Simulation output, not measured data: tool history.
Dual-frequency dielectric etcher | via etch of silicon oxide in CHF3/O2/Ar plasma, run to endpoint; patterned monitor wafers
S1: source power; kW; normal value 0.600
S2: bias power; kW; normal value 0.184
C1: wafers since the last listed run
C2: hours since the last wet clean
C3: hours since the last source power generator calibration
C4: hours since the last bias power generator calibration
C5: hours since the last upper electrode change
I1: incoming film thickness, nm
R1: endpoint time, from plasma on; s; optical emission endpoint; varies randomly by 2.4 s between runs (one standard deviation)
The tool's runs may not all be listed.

Run 1, hour 0.0: usual settings but S2 0.163 kW; C1 0; C2 115.0; C3 1675.9; C4 1950.3; C5 4901.2; I1 520.9. Result: R1 278.8 s.
Run 2, hour 33.4: usual settings but S2 0.163 kW; C1 154; C2 148.4; C3 1709.3; C4 1983.7; C5 4934.6; I1 518.7. Result: R1 274.7 s.
Run 3, hour 52.3: usual settings but S2 0.163 kW; C1 87; C2 167.3; C3 1728.2; C4 2002.6; C5 4953.5; I1 521.8. Result: R1 280.5 s.
Run 4, hour 84.4: usual settings; C1 148; C2 199.4; C3 1760.3; C4 2034.7; C5 4985.6; I1 520.3. Result: R1 265.9 s.
Run 5, hour 118.0: usual settings; C1 155; C2 233.0; C3 1793.9; C4 2068.3; C5 5019.2; I1 519.0. Result: R1 267.5 s.
At hour 137.5: bias power generator calibrated.
Run 6, hour 148.2: usual settings; C1 121; C2 263.2; C3 1824.1; C4 10.7; C5 5049.4; I1 521.0. Result: R1 260.7 s.
At hour 156.6: source power generator calibrated.
Run 7, hour 161.0: usual settings; C1 40; C2 276.0; C3 4.4; C4 23.5; C5 5062.2; I1 524.9. Result: R1 265.7 s.
Run 8, hour 178.0: usual settings; C1 78; C2 293.0; C3 21.4; C4 40.5; C5 5079.2; I1 519.2. Result: R1 262.2 s.
Run 9, hour 205.8: usual settings but S2 0.215 kW; C1 128; C2 320.8; C3 49.2; C4 68.3; C5 5107.0; I1 521.0. Result: R1 247.8 s.
Run 10, hour 233.0: usual settings but S1 0.650 kW, S2 0.170 kW; C1 125; C2 348.0; C3 76.4; C4 95.5; C5 5134.2; I1 525.1. Result: R1 260.8 s.
At hour 262.5: upper electrode replaced.
Run 11, hour 263.0: usual settings but S1 0.540 kW, S2 0.159 kW; C1 27; C2 378.0; C3 106.4; C4 125.5; C5 0.5; I1 516.4. Result: R1 288.0 s.
Run 12, hour 285.2: usual settings but S2 0.153 kW; C1 102; C2 400.2; C3 128.6; C4 147.7; C5 22.7; I1 526.3. Result: R1 278.7 s.
Run 13, hour 301.8: usual settings but S1 0.690 kW; C1 76; C2 416.8; C3 145.2; C4 164.3; C5 39.3; I1 518.4. Result: R1 242.5 s.
At hour 342.6: wet clean of the chamber.
Run 14, hour 343.1: usual settings but S2 0.212 kW; C1 80; C2 0.5; C3 186.5; C4 205.6; C5 80.6; I1 522.5. Result: R1 256.7 s.
Run 15, hour 396.3: usual settings but S1 0.680 kW, S2 0.224 kW; C1 246; C2 53.7; C3 239.7; C4 258.8; C5 133.8; I1 519.8. Result: R1 231.7 s.
Run 16, hour 416.7: usual settings but S1 0.710 kW, S2 0.165 kW; C1 94; C2 74.1; C3 260.1; C4 279.2; C5 154.2; I1 519.1. Result: R1 252.2 s.
Run 17, hour 432.9: usual settings; C1 75; C2 90.3; C3 276.3; C4 295.4; C5 170.4; I1 524.5. Result: R1 261.7 s.
Run 18, hour 448.1: usual settings but S1 0.690 kW; C1 70; C2 105.5; C3 291.5; C4 310.6; C5 185.6; I1 514.8. Result: R1 243.1 s.

Each row is a separate what-if for the run after 18, all from the same tool condition, not one after another. Results?
Run A, hour 448.6: usual settings but S2 0.168 kW; C1 2; C2 106.0; C3 292.0; C4 311.1; C5 186.1; I1 520.8. Result: R1 ?.
Run B, hour 448.6: usual settings but S1 0.460 kW, S2 0.229 kW; C1 2; C2 106.0; C3 292.0; C4 311.1; C5 186.1; I1 520.8. Result: R1 ?.
Run C, hour 448.6: usual settings but S1 0.730 kW, S2 0.220 kW; C1 2; C2 106.0; C3 292.0; C4 311.1; C5 186.1; I1 520.8. Result: R1 ?.
Run D, hour 448.6: usual settings but S1 0.490 kW, S2 0.148 kW; C1 2; C2 106.0; C3 292.0; C4 311.1; C5 186.1; I1 520.8. Result: R1 ?.
Run E, hour 448.6: usual settings but S1 0.500 kW; C1 2; C2 106.0; C3 292.0; C4 311.1; C5 186.1; I1 520.8. Result: R1 ?.

run     R1
  A  271.5
  B  282.9
  C  224.5
  D  316.5
  E  291.0
Stripped of hidden state, with their random variation kept, the same runs would have yielded:
run     R1
  A  276.5
  B  288.1
  C  228.7
  D  322.4
  E  296.4

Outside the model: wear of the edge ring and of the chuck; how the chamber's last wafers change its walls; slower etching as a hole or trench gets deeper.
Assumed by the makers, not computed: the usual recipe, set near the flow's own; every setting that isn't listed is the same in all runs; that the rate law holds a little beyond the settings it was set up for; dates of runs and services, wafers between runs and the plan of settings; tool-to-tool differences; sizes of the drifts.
